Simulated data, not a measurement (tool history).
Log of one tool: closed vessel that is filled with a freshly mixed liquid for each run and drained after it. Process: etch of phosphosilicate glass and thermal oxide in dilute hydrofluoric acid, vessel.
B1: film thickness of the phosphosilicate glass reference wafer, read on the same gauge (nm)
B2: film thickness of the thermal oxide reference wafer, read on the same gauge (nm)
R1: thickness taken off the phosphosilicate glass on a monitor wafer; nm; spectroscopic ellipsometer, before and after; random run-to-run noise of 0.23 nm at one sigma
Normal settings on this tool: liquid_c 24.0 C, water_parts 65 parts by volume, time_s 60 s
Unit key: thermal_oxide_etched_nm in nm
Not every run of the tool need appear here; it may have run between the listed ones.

Run 1, hour 0.0: usual settings but liquid_c 20.5 C; B1 80.04; B2 100.027. Result: R1 50.65 nm, thermal_oxide_etched_nm 3.681 nm.
Run 2, hour 15.2: usual settings but liquid_c 20.5 C; B1 79.98; B2 99.982. Result: R1 50.63 nm, thermal_oxide_etched_nm 3.698 nm.
Run 3, hour 28.7: usual settings but liquid_c 20.5 C; B1 80.03; B2 100.034. Result: R1 50.62 nm, thermal_oxide_etched_nm 3.676 nm.
Run 4, hour 37.1: usual settings but time_s 75 s; B1 80.03; B2 100.016. Result: R1 73.05 nm, thermal_oxide_etched_nm 5.431 nm.
Run 5, hour 43.9: usual settings but time_s 75 s; B1 79.99; B2 99.987. Result: R1 73.52 nm, thermal_oxide_etched_nm 5.384 nm.
Run 6, hour 54.1: usual settings; B1 80.04; B2 100.013. Result: R1 58.50 nm, thermal_oxide_etched_nm 4.277 nm.
At hour 57.9: hydrofluoric acid flow meter replaced.
Run 7, hour 67.9: usual settings; B1 79.97; B2 100.045. Result: R1 58.82 nm, thermal_oxide_etched_nm 4.313 nm.
Run 8, hour 79.0: usual settings; B1 79.98; B2 99.965. Result: R1 58.56 nm, thermal_oxide_etched_nm 4.276 nm.
At hour 95.9: thermometer replaced.
Run 9, hour 96.4: usual settings but liquid_c 21.5 C; B1 79.99; B2 100.015. Result: R1 52.60 nm, thermal_oxide_etched_nm 3.858 nm.
At hour 109.7: gauge calibrated.
Run 10, hour 116.5: usual settings but water_parts 85 parts by volume; B1 80.01; B2 99.999. Result: R1 43.74 nm, thermal_oxide_etched_nm 3.183 nm.
Run 11, hour 124.9: usual settings; B1 80.02; B2 99.982. Result: R1 58.17 nm, thermal_oxide_etched_nm 4.304 nm.
Run 12, hour 146.5: usual settings; B1 80.06; B2 100.014. Result: R1 59.04 nm, thermal_oxide_etched_nm 4.248 nm.
Run 13, hour 162.8: usual settings but liquid_c 19.5 C, water_parts 75 parts by volume, time_s 90 s; B1 80.00; B2 99.980. Result: R1 62.73 nm, thermal_oxide_etched_nm 4.579 nm.
Run 14, hour 173.8: usual settings but water_parts 90 parts by volume; B1 79.99; B2 99.977. Result: R1 41.12 nm, thermal_oxide_etched_nm 2.980 nm.

Consider 3 possible next runs. They are alternatives, not a sequence: every one starts from the tool as it was left by run 14. What does each give?
Run A, hour 174.5: usual settings; B1 ?; B2 ?. Result: R1 ?, thermal_oxide_etched_nm ?.
Run B, hour 174.5: usual settings but water_parts 40 parts by volume, time_s 85 s; B1 ?; B2 ?. Result: R1 ?, thermal_oxide_etched_nm ?.
Run C, hour 174.5: usual settings but liquid_c 26.5 C, water_parts 45 parts by volume, time_s 35 s; B1 ?; B2 ?. Result: R1 ?, thermal_oxide_etched_nm ?.

run     B1      B2      R1  thermal_oxide_etched_nm
  A  80.01  99.975   58.71                    4.296
  B  80.01  99.975  139.69                   10.223
  C  80.01  99.975   56.26                    4.117
Take away the tool's hidden state, keep each run's random variation, and the runs would have read:
run      R1  thermal_oxide_etched_nm
  A   58.71                    4.296
  B  139.69                   10.223
  C   56.26                    4.117

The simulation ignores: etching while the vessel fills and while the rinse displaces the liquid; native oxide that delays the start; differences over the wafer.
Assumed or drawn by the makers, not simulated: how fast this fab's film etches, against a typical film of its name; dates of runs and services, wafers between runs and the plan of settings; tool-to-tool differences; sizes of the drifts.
